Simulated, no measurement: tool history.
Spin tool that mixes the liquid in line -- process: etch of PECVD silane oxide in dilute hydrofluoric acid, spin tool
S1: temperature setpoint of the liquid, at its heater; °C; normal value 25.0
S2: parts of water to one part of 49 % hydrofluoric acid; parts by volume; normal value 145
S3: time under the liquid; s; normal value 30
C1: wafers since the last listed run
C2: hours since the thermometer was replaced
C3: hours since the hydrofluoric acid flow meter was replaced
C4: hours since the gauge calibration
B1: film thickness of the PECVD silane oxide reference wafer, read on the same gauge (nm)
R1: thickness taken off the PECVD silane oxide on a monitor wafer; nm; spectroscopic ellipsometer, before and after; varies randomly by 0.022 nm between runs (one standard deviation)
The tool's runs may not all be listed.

run    hour    S1   S2  S3    C1     C2      C3      C4     B1     R1
  1     0.0  25.0  145  30     0  434.7  1055.2   456.9  77.10   5.27
  2    69.1  25.0  145  30   648  503.8  1124.3   526.0  76.92   5.24
  3    99.6  25.0  145  30   286  534.3  1154.8   556.5  76.79   5.22
  4   158.9  27.0  145  30   556  593.6  1214.1   615.8  76.70   5.62
  5   218.3  25.0  195  45   557  653.0  1273.5   675.2  76.57   5.48
  6   267.7  25.0  195  45   463  702.4  1322.9   724.6  76.53   5.49
  7   328.9  25.0  145  30   574  763.6  1384.1   785.8  76.36   5.18
  8   387.5  25.0  145  30   549  822.2  1442.7   844.4  76.32   5.19
  9   426.8  25.0  145  30   368  861.5  1482.0   883.7  76.27   5.13
      446.3  -- thermometer replaced
 10   489.4  25.0  145  30   577   43.1  1544.6   946.3  76.29   5.18
      507.5  -- hydrofluoric acid flow meter replaced
 11   554.8  27.0  120  25   604  108.5    47.3  1011.7  76.12   5.83
 12   601.2  25.0  165  40   435  154.9    93.7  1058.1  76.16   5.92
 13   657.3  29.0  145  30   526  211.0   149.8  1114.2  76.10   6.03
 14   700.6  28.5   80  45   406  254.3   193.1  1157.5  76.14  17.55
 15   771.1  25.0  185  40   661  324.8   263.6  1228.0  76.01   5.16
      815.4  -- gauge calibrated
 16   818.9  25.0  145  30   448  372.6   311.4     3.5  80.14   5.45
 17   848.8  25.0  145  30   280  402.5   341.3    33.4  79.85   5.49
 18   886.2  23.0  190  40   350  439.9   378.7    70.8  79.54   4.82
 19  1040.0  23.0  145  15  1442  593.7   532.5   224.6  78.48   2.46
 20  1100.9  29.0  205  30   571  654.6   593.4   285.5  78.19   4.05

Give the tool's hidden conditions for every run:
liquid colder than its thermometer reads (K): 0 on each run
hydrofluoric acid flow above the setpoint (%): 0 on each run
H1: gauge reads high (%)
run      H1
  1   -3.61
  2   -3.86
  3   -3.96
  4   -4.12
  5   -4.27
  6   -4.37
  7   -4.48
  8   -4.58
  9   -4.63
 10   -4.71
 11   -4.77
 12   -4.81
 13   -4.86
 14   -4.89
 15   -4.93
 16   0.216
 17  -0.145
 18  -0.558
 19    -1.9
 20    -2.3

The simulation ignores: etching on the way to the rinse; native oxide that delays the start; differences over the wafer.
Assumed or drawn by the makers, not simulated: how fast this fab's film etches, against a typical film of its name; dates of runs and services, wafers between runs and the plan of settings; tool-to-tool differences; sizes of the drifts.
